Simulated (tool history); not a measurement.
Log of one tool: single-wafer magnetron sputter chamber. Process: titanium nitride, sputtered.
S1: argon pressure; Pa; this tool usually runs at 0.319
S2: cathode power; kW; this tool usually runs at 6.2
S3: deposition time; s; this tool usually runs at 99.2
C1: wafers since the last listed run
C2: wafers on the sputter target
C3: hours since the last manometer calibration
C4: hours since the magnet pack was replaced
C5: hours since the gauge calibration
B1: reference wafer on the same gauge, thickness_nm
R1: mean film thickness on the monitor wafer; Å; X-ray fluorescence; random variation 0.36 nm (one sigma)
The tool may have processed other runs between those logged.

run 1 hour=0 | S1=0.319 S2=6.2 S3=99.2 | C1=0 C2=7075 C3=32.9 C4=7076 C5=967.1 | B1=110.979 | R1=1091.27
-- hour=8.6 sputter target and shields replaced
run 2 hour=29.7 | S1=0.319 S2=6.2 S3=99.2 | C1=393 C2=383 C3=62.6 C4=7105.7 C5=996.8 | B1=110.965 | R1=1132.44
run 3 hour=98.4 | S1=0.319 S2=6.2 S3=99.2 | C1=1245 C2=1629 C3=131.3 C4=7174.4 C5=1065.5 | B1=110.978 | R1=1120.52
run 4 hour=129 | S1=0.319 S2=6.2 S3=99.2 | C1=554 C2=2184 C3=161.9 C4=7205 C5=1096.1 | B1=111.033 | R1=1115.74
run 5 hour=160.6 | S1=0.319 S2=6.2 S3=99.2 | C1=573 C2=2757 C3=193.5 C4=7236.6 C5=1127.7 | B1=110.983 | R1=1107.5
-- hour=217.1 gauge calibrated
run 6 hour=224.3 | S1=0.319 S2=6.2 S3=99.2 | C1=1155 C2=3912 C3=257.2 C4=7300.3 C5=7.2 | B1=111.005 | R1=1103.54
run 7 hour=261 | S1=0.319 S2=7.35 S3=99.2 | C1=665 C2=4577 C3=293.9 C4=7337 C5=43.9 | B1=111.02 | R1=1247.93
run 8 hour=327.8 | S1=0.319 S2=7.35 S3=99.2 | C1=1211 C2=5789 C3=360.7 C4=7403.8 C5=110.7 | B1=111.017 | R1=1245.4
run 9 hour=380.5 | S1=0.319 S2=7.35 S3=99.2 | C1=955 C2=6745 C3=413.4 C4=7456.5 C5=163.4 | B1=110.953 | R1=1242.15
run 10 hour=430.8 | S1=0.345 S2=6.2 S3=99.2 | C1=912 C2=7657 C3=463.7 C4=7506.8 C5=213.7 | B1=110.97 | R1=1099.64
-- hour=445.7 sputter target and shields replaced
run 11 hour=457.4 | S1=0.345 S2=6.2 S3=99.2 | C1=337 C2=212 C3=490.3 C4=7533.4 C5=240.3 | B1=110.963 | R1=1125.1
run 12 hour=493.9 | S1=0.345 S2=6.2 S3=99.2 | C1=661 C2=874 C3=526.8 C4=7569.9 C5=276.8 | B1=110.949 | R1=1117.8
run 13 hour=562.4 | S1=0.319 S2=6.2 S3=108.1 | C1=1242 C2=2117 C3=595.3 C4=7638.4 C5=345.3 | B1=110.978 | R1=1215.07
run 14 hour=597.9 | S1=0.413 S2=7.65 S3=91.5 | C1=643 C2=2760 C3=630.8 C4=7673.9 C5=380.8 | B1=111.067 | R1=1154.13
run 15 hour=635.9 | S1=0.271 S2=6.2 S3=99.2 | C1=689 C2=3450 C3=668.8 C4=7711.9 C5=418.8 | B1=111.007 | R1=1123.86
run 16 hour=699.8 | S1=0.358 S2=7.3 S3=113 | C1=1158 C2=4608 C3=732.7 C4=7775.8 C5=482.7 | B1=111.002 | R1=1398.64
run 17 hour=736.8 | S1=0.319 S2=5.4 S3=90 | C1=671 C2=5279 C3=769.7 C4=7812.8 C5=519.7 | B1=111.016 | R1=907.29
run 18 hour=761.2 | S1=0.319 S2=5.5 S3=99.2 | C1=442 C2=5722 C3=794.1 C4=7837.2 C5=544.1 | B1=111.061 | R1=1018.02
-- hour=782.6 magnet pack replaced
-- hour=817 sputter target and shields replaced
run 19 hour=817.5 | S1=0.319 S2=5.5 S3=99.2 | C1=730 C2=8 C3=850.4 C4=34.9 C5=600.4 | B1=111.02 | R1=1055.73
run 20 hour=848.4 | S1=0.319 S2=6.2 S3=99.2 | C1=560 C2=569 C3=881.3 C4=65.8 C5=631.3 | B1=110.939 | R1=1138.14
run 21 hour=879.2 | S1=0.319 S2=6.2 S3=99.2 | C1=558 C2=1127 C3=912.1 C4=96.6 C5=662.1 | B1=110.965 | R1=1132.17

Run 22, settings as shown, results not yet in. Your forecast:
run 22 hour=909.2 | S1=0.281 S2=6.2 S3=99.2 | C1=544 C2=1671 C3=942.1 C4=126.6 C5=692.1 | B1=? | R1=?

For run 22 the tool returned B1 110.972, R1 1140.66 Å.
Had the tool carried no hidden state, the very same run would have given R1 1155.43 Å.
